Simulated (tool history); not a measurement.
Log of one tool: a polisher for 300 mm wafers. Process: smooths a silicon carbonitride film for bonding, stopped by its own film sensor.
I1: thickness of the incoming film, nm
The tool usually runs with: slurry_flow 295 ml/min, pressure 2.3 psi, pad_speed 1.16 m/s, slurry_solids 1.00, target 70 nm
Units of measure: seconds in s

Run 1, hour 0.0: usual settings; I1 89.4. Result: seconds 53.0 s.
Run 2, hour 29.2: usual settings; I1 89.8. Result: seconds 55.2 s.
Run 3, hour 52.6: usual settings; I1 88.8. Result: seconds 53.1 s.
Run 4, hour 76.0: usual settings but pad_speed 0.86 m/s; I1 89.9. Result: seconds 66.9 s.
At hour 81.4: slurry blender recalibrated.
Run 5, hour 96.9: usual settings but pad_speed 0.86 m/s; I1 89.8. Result: seconds 66.7 s.
Run 6, hour 129.5: usual settings; I1 89.6. Result: seconds 55.5 s.
At hour 154.3: worn pad replaced by a new one.
Run 7, hour 157.5: usual settings; I1 90.2. Result: seconds 56.1 s.
Run 8, hour 181.9: usual settings but slurry_solids 1.20; I1 89.1. Result: seconds 50.8 s.
Run 9, hour 205.9: usual settings but slurry_solids 1.20; I1 90.1. Result: seconds 52.6 s.
Run 10, hour 237.6: usual settings but slurry_solids 1.20; I1 88.4. Result: seconds 49.4 s.
At hour 255.4: slurry blender recalibrated.
Run 11, hour 255.9: usual settings but pad_speed 1.44 m/s; I1 91.0. Result: seconds 51.4 s.
Run 12, hour 284.8: usual settings; I1 88.6. Result: seconds 53.2 s.
At hour 288.9: worn pad replaced by a new one.
Run 13, hour 319.2: usual settings but pressure 1.5 psi, slurry_solids 1.25; I1 89.3. Result: seconds 78.7 s.
Run 14, hour 332.9: usual settings but target 76 nm; I1 90.4. Result: seconds 41.1 s.

Predict the results of run 15:
Run 15, hour 350.6: usual settings but slurry_flow 385 ml/min, pressure 2.9 psi, pad_speed 1.48 m/s, target 75 nm; I1 90.3. Result: seconds ?.

{"run 15": {"seconds": 28.5}}
Had the tool carried no hidden state, the very same run would have given seconds 27.0 s.
